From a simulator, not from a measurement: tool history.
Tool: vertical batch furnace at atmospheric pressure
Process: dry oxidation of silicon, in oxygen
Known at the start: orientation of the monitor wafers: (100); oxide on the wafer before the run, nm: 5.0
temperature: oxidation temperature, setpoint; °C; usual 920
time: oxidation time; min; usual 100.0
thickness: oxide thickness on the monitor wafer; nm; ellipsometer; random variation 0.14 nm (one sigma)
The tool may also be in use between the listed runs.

run     day  temperature   time  read-back reference wafer on the same gauge, thickness  thickness
  1   0.000          909  100.0                                                   36.50      28.88
  2   3.754          909  100.0                                                   36.51      29.06
  3   7.121          920  100.0                                                   36.46      32.18
  4   8.700          920  100.0                                                   36.49      32.19
  5  12.575          913  110.0                                                   36.49      31.90
  6  17.033          913  110.0                                                   36.50      31.88
  7  18.900          920  100.0                                                   36.51      32.02
  8  20.762          908  100.0                                                   36.52      28.50
  9  24.917          908  100.0                                                   36.49      28.52
     25.975  -- boat lift adjusted
 10  26.658          920  100.0                                                   36.50      33.34
 11  31.046          920  100.0                                                   36.51      33.37
 12  33.200          920  100.0                                                   36.49      33.26
 13  36.100          920  100.0                                                   36.48      33.05
 14  38.692          920  100.0                                                   36.48      33.03
 15  41.375          901   85.5                                                   36.53      25.09
 16  43.500          920  100.0                                                   36.48      33.00
 17  46.754          920  100.0                                                   36.51      32.83
     48.588  -- thermocouples replaced and temperature profile calibrated
 18  50.079          908   54.0                                                   36.49      20.52
 19  53.250          920  100.0                                                   36.50      32.87
 20  55.500          920  139.5                                                   36.48      40.84
     57.575  -- gauge calibrated
 21  59.854          902   79.0                                                   36.50      24.19
 22  61.942          920   61.5                                                   36.49      24.12
 23  66.242          911   59.5                                                   36.48      22.05
 24  70.696          901   85.5                                                   36.51      24.85
 25  73.517          934  116.5                                                   36.51      41.45
 26  77.621          935   69.5                                                   36.50      29.81
 27  81.975          905   69.5                                                   36.51      22.72

Forecast each of these 4 alternatives for the next run:
  A  82.200          920  100.0                                                       ?          ?
  B  82.200          901  100.0                                                       ?          ?
  C  82.200          905   65.0                                                       ?          ?
  D  82.200          912  117.5                                                       ?          ?

run  read-back reference wafer on the same gauge, thickness  thickness
  A                                                   36.49      32.60
  B                                                   36.49      27.21
  C                                                   36.49      21.85
  D                                                   36.49      33.46
Without the tool's hidden state the same runs would have given:
run  thickness
  A      33.45
  B      27.92
  C      22.38
  D      34.36
